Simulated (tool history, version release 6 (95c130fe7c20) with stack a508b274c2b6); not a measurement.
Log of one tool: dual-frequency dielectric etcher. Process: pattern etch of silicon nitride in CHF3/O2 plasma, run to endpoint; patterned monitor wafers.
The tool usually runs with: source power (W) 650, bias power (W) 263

run   hour  source power (W)  bias power (W)  wafers since the last listed run  hours since the last wet clean  hours since the last source power generator calibration  hours since the last bias power generator calibration  hours since the last upper electrode change  incoming incoming film thickness, nm  endpoint time (s)
  1      0               650             263                                 0                           133.7                                                   2731.4                                                 2063.4                                       5723.1                                  78.9               41.7
  2   14.1               650             263                               134                           147.8                                                   2745.5                                                 2077.5                                       5737.2                                  79.8               42.4
  3   29.1               650             235                               142                           162.8                                                   2760.5                                                 2092.5                                       5752.2                                  78.9                 43
  4   52.9               650             263                               226                           186.6                                                   2784.3                                                 2116.3                                         5776                                  80.4                 43
  5     63               650             263                                96                           196.7                                                   2794.4                                                 2126.4                                       5786.1                                  80.1               42.7
  6   70.1               750             245                                67                           203.8                                                   2801.5                                                 2133.5                                       5793.2                                  78.9               40.9
  7   79.4               750             245                                88                           213.1                                                   2810.8                                                 2142.8                                       5802.5                                  78.9               40.8
  8   95.4               690             263                               152                           229.1                                                   2826.8                                                 2158.8                                       5818.5                                  79.4               41.7
  9    111               650             263                               148                           244.7                                                   2842.4                                                 2174.4                                       5834.1                                  78.8               42.3
 10  122.7               650             263                               111                           256.4                                                   2854.1                                                 2186.1                                       5845.8                                  80.1                 43
 11  140.2               540             263                               166                           273.9                                                   2871.6                                                 2203.6                                       5863.3                                  78.7               45.1
 12  154.6               540             263                               136                           288.3                                                     2886                                                   2218                                       5877.7                                  79.5               45.8
 13  161.5               540             263                                65                           295.2                                                   2892.9                                                 2224.9                                       5884.6                                  79.2               45.5
 14  172.8               650             263                               107                           306.5                                                   2904.2                                                 2236.2                                       5895.9                                  80.4               43.4
 15  183.9               650             313                               105                           317.6                                                   2915.3                                                 2247.3                                         5907                                  79.2               41.3
     193.2  -- bias power generator calibrated
     213.8  -- wet clean of the chamber
 16  214.3               730             302                                54                             0.5                                                   2945.7                                                   21.1                                       5937.4                                  79.1               38.4
 17  214.6               650             263                                 2                             0.8                                                     2946                                                   21.4                                       5937.7                                  78.5               40.9
 18    215               650             317                                 3                             1.2                                                   2946.4                                                   21.8                                       5938.1                                  79.9                 40
     241.9  -- upper electrode replaced
 19  242.4               650             263                                32                            28.6                                                   2973.8                                                   49.2                                          0.5                                  78.4               41.2
 20  242.7               600             225                                 2                            28.9                                                   2974.1                                                   49.5                                          0.8                                  79.3                 44
 21  243.5               650             199                                 7                            29.7                                                   2974.9                                                   50.3                                          1.6                                  79.6               44.3
 22  258.7               650             263                               144                            44.9                                                   2990.1                                                   65.5                                         16.8                                  80.1               42.1
 23  272.4               790             296                               130                            58.6                                                   3003.8                                                   79.2                                         30.5                                  79.3               38.4
 24  285.4               650             263                               123                            71.6                                                   3016.8                                                   92.2                                         43.5                                  79.3               41.8
 25  296.7               770             263                               107                            82.9                                                   3028.1                                                  103.5                                         54.8                                  79.8                 40
 26  308.9               770             200                               115                            95.1                                                   3040.3                                                  115.7                                           67                                  79.1               41.8
 27  325.9               650             312                               161                           112.1                                                   3057.3                                                  132.7                                           84                                  78.7                 40
     331.4  -- source power generator calibrated
 28  336.2               650             328                                59                           122.4                                                      4.8                                                    143                                         94.3                                  78.5               39.5
 29  342.4               650             263                                58                           128.6                                                       11                                                  149.2                                        100.5                                  79.8               42.3
 30  356.2               700             263                               131                           142.4                                                     24.8                                                    163                                        114.3                                  78.7               40.6
 31    369               650             228                               121                           155.2                                                     37.6                                                  175.8                                        127.1                                  79.8                 44
 32  375.7               720             236                                63                           161.9                                                     44.3                                                  182.5                                        133.8                                  79.1               41.9
 33  389.2               700             298                               128                           175.4                                                     57.8                                                    196                                        147.3                                  78.8               40.1
 34  400.7               650             228                               109                           186.9                                                     69.3                                                  207.5                                        158.8                                  78.8               43.8
 35  418.2               500             311                               166                           204.4                                                     86.8                                                    225                                        176.3                                  79.3               44.7
 36  431.2               520             307                               123                           217.4                                                     99.8                                                    238                                        189.3                                  79.4                 44

How the hidden state differs across the entries between the runs, from the last listed run before each to the first after it:
Runs 15 to 16: bias power generator calibrated (hour 193.2); wet clean of the chamber (hour 213.8)
  etch rate over this chamber's usual, %: -3.89 -> -0.274
  measured minus no-state result, endpoint time (s): +1.6 -> +0.1
Runs 18 to 19: upper electrode replaced (hour 241.9)
  etch rate over this chamber's usual, %: -0.283 -> -0.622
  measured minus no-state result, endpoint time (s): +0.1 -> +0.2
Runs 27 to 28: source power generator calibrated (hour 331.4)
  etch rate over this chamber's usual, %: -1.66 -> -1.78
  measured minus no-state result, endpoint time (s): +0.6 -> +0.7
